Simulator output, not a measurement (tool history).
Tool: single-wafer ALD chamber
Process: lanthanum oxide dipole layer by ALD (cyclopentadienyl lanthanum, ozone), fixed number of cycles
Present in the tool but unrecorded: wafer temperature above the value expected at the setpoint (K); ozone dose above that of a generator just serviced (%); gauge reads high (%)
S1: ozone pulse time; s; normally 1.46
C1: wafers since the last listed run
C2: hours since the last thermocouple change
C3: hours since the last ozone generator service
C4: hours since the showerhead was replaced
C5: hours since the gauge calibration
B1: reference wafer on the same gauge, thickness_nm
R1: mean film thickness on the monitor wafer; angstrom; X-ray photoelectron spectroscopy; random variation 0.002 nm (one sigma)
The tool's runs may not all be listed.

run     day    S1    C1      C2     C3      C4     C5     B1    R1
  1       0  1.04     0  1048.9    661  3369.9  489.6   0.51  5.23
  2   3.317   1.8  1571  1128.5  740.6  3449.5  569.2  0.509  5.73
  3   4.171   1.8   404    1149  761.1    3470  589.7   0.51  5.71
  4   4.712   1.8   256    1162  774.1    3483  602.7  0.511  5.72
  5   5.554  1.46   398  1182.2  794.3  3503.2  622.9   0.51  5.54
  6   6.283  1.46   345  1199.7  811.8  3520.7  640.4   0.51  5.54
  7   7.604  1.46   625  1231.4  843.5  3552.4  672.1   0.51  5.53
  8   8.171  1.46   268    1245  857.1    3566  685.7   0.51  5.55
  9   9.079  1.46   430  1266.8  878.9  3587.8  707.5   0.51  5.59
 10  10.121  1.46   493  1291.8  903.9  3612.8  732.5  0.509  5.59
     12.017  -- ozone generator serviced
     12.067  -- showerhead replaced
     12.379  -- gauge calibrated
 11  13.667  1.46  1499  1376.9   39.6    38.4   30.9   0.51  5.56
 12  14.875  1.46   572  1405.9   68.6    67.4   59.9   0.51  5.57
     15.392  -- thermocouple changed; heater temperature recalibrated
 13  15.417  1.46    98     0.6   81.6    80.4   72.9   0.51  5.56
 14  16.858  1.83   682    35.2  116.2     115  107.5  0.509  5.69
 15  17.617  1.46   359    53.4  134.4   133.2  125.7   0.51  5.54
 16  18.567  1.82   449    76.2  157.2     156  148.5  0.509  5.69
 17  21.775  1.86  1519   153.2  234.2     233  225.5   0.51  5.72
 18  22.996  1.46   578   182.5  263.5   262.3  254.8  0.509  5.56
 19   23.55  1.46   262   195.8  276.8   275.6  268.1  0.511  5.55
 20  24.992  2.02   682   230.4  311.4   310.2  302.7   0.51  5.73
 21  25.746  1.23   357   248.5  329.5   328.3  320.8  0.509  5.43
 22  27.233  1.25   704   284.2  365.2     364  356.5   0.51   5.4
 23  27.921  1.81   325   300.7  381.7   380.5    373   0.51  5.67
 24  28.862  2.01   446   323.3  404.3   403.1  395.6   0.51  5.73
 25  30.171   1.8   619   354.7  435.7   434.5    427   0.51  5.68
 26  31.288  1.46   528   381.5  462.5   461.3  453.8  0.509  5.51
 27  32.525  1.63   586   411.2  492.2     491  483.5   0.51  5.65
 28  33.033  1.28   240   423.4  504.4   503.2  495.7   0.51  5.44

Consider 3 possible next runs. They are alternatives, not a sequence: every one starts from the tool as it was left by run 28. What does each give?
  A  33.05  1.27   7  423.8  504.8  503.6  496.1   ?   ?
  B  33.05  0.95   7  423.8  504.8  503.6  496.1   ?   ?
  C  33.05  0.92   7  423.8  504.8  503.6  496.1   ?   ?

run     B1    R1
  A  0.511  5.43
  B  0.511  5.14
  C  0.511  5.11
Without the tool's hidden state the same runs would have given:
run    R1
  A  5.43
  B  5.14
  C  5.11

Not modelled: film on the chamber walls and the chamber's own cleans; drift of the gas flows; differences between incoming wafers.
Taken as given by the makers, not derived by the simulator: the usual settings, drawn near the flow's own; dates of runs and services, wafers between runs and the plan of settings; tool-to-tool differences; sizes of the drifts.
